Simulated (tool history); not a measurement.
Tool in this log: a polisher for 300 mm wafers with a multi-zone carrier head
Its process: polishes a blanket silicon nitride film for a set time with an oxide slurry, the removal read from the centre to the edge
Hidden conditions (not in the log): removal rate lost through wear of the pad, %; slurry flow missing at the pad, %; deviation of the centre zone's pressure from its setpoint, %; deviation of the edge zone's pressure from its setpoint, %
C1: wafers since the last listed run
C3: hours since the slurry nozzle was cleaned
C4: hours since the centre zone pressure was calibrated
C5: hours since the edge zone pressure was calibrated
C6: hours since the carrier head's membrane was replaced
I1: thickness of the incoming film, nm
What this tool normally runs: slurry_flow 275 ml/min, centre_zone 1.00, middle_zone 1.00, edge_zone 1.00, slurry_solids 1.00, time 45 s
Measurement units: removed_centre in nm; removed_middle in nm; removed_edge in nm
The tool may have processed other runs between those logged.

Run 1, hour 0.0: usual settings; C1 0; wafers polished on this pad 506; C3 406.5; C4 794.2; C5 1067.6; C6 515.1; I1 431.3. Result: removed_centre 21.2 nm, removed_middle 20.5 nm, removed_edge 19.8 nm.
Run 2, hour 20.9: usual settings; C1 166; wafers polished on this pad 672; C3 427.4; C4 815.1; C5 1088.5; C6 536.0; I1 435.3. Result: removed_centre 20.8 nm, removed_middle 20.0 nm, removed_edge 20.0 nm.
At hour 23.4: slurry nozzle cleaned.
At hour 40.2: worn pad replaced by a new one.
Run 3, hour 119.6: usual settings; C1 746; wafers polished on this pad 633; C3 96.2; C4 913.8; C5 1187.2; C6 634.7; I1 429.8. Result: removed_centre 21.7 nm, removed_middle 20.0 nm, removed_edge 19.8 nm.
At hour 140.6: worn pad replaced by a new one.
Run 4, hour 154.7: usual settings; C1 247; wafers polished on this pad 112; C3 131.3; C4 948.9; C5 1222.3; C6 669.8; I1 430.2. Result: removed_centre 22.6 nm, removed_middle 21.7 nm, removed_edge 21.4 nm.
Run 5, hour 190.7: usual settings; C1 286; wafers polished on this pad 399; C3 167.3; C4 984.9; C5 1258.3; C6 705.8; I1 421.8. Result: removed_centre 21.1 nm, removed_middle 20.7 nm, removed_edge 19.8 nm.
Run 6, hour 209.6: usual settings; C1 150; wafers polished on this pad 549; C3 186.2; C4 1003.8; C5 1277.2; C6 724.7; I1 427.9. Result: removed_centre 20.8 nm, removed_middle 20.1 nm, removed_edge 19.1 nm.
At hour 235.1: edge zone pressure recalibrated.
Run 7, hour 243.4: usual settings; C1 253; wafers polished on this pad 803; C3 220.0; C4 1037.6; C5 8.3; C6 758.5; I1 434.1. Result: removed_centre 21.1 nm, removed_middle 19.4 nm, removed_edge 19.3 nm.
Run 8, hour 256.0: usual settings; C1 100; wafers polished on this pad 903; C3 232.6; C4 1050.2; C5 20.9; C6 771.1; I1 433.2. Result: removed_centre 20.7 nm, removed_middle 19.5 nm, removed_edge 19.5 nm.
At hour 269.8: worn pad replaced by a new one.
At hour 282.8: carrier head's membrane replaced by a new one.
Run 9, hour 291.9: usual settings but middle_zone 0.95; C1 214; wafers polished on this pad 136; C3 268.5; C4 1086.1; C5 56.8; C6 9.1; I1 435.7. Result: removed_centre 22.4 nm, removed_middle 20.5 nm, removed_edge 20.9 nm.
At hour 322.2: centre zone pressure recalibrated.
Run 10, hour 327.4: usual settings but middle_zone 0.95; C1 267; wafers polished on this pad 403; C3 304.0; C4 5.2; C5 92.3; C6 44.6; I1 432.9. Result: removed_centre 21.0 nm, removed_middle 19.7 nm, removed_edge 20.0 nm.
At hour 356.0: slurry nozzle cleaned.
Run 11, hour 359.3: usual settings but middle_zone 0.97, edge_zone 1.08, slurry_solids 1.30; C1 246; wafers polished on this pad 649; C3 3.3; C4 37.1; C5 124.2; C6 76.5; I1 426.4. Result: removed_centre 23.4 nm, removed_middle 22.0 nm, removed_edge 22.9 nm.
Run 12, hour 373.5: usual settings but middle_zone 0.96, time 31 s; C1 113; wafers polished on this pad 762; C3 17.5; C4 51.3; C5 138.4; C6 90.7; I1 420.7. Result: removed_centre 13.9 nm, removed_middle 13.3 nm, removed_edge 13.2 nm.
At hour 385.2: worn pad replaced by a new one.
Run 13, hour 404.7: usual settings but middle_zone 1.09, slurry_solids 0.90; C1 216; wafers polished on this pad 155; C3 48.7; C4 82.5; C5 169.6; C6 121.9; I1 429.2. Result: removed_centre 21.5 nm, removed_middle 21.8 nm, removed_edge 19.9 nm.
Run 14, hour 432.2: usual settings but slurry_flow 315 ml/min, centre_zone 1.11, slurry_solids 1.15; C1 219; wafers polished on this pad 374; C3 76.2; C4 110.0; C5 197.1; C6 149.4; I1 422.3. Result: removed_centre 25.9 nm, removed_middle 22.6 nm, removed_edge 22.1 nm.
Run 15, hour 445.1: usual settings but edge_zone 0.92; C1 102; wafers polished on this pad 477; C3 89.1; C4 122.9; C5 210.0; C6 162.3; I1 432.6. Result: removed_centre 21.2 nm, removed_middle 20.4 nm, removed_edge 19.5 nm.
Run 16, hour 457.5: usual settings but slurry_flow 185 ml/min, centre_zone 1.12, middle_zone 0.95, slurry_solids 0.80; C1 98; wafers polished on this pad 575; C3 101.5; C4 135.3; C5 222.4; C6 174.7; I1 424.2. Result: removed_centre 19.9 nm, removed_middle 16.2 nm, removed_edge 16.8 nm.
Run 17, hour 476.2: usual settings but slurry_solids 1.25; C1 149; wafers polished on this pad 724; C3 120.2; C4 154.0; C5 241.1; C6 193.4; I1 430.7. Result: removed_centre 23.4 nm, removed_middle 22.9 nm, removed_edge 22.5 nm.

Run 18, settings as shown, results not yet in. Your forecast:
Run 18, hour 496.0: usual settings but slurry_flow 185 ml/min, centre_zone 1.12, middle_zone 0.95, slurry_solids 0.80; C1 157; wafers polished on this pad 882; C3 140.0; C4 173.8; C5 260.9; C6 213.2; I1 433.5. Result: removed_centre ?, removed_middle ?, removed_edge ?.

{"run 18": {"removed_centre": 18.9, "removed_middle": 15.9, "removed_edge": 16.1}}
The same run, on a tool lacking any hidden state, would have yielded removed_centre 22.1 nm, removed_middle 18.6 nm, removed_edge 18.8 nm.
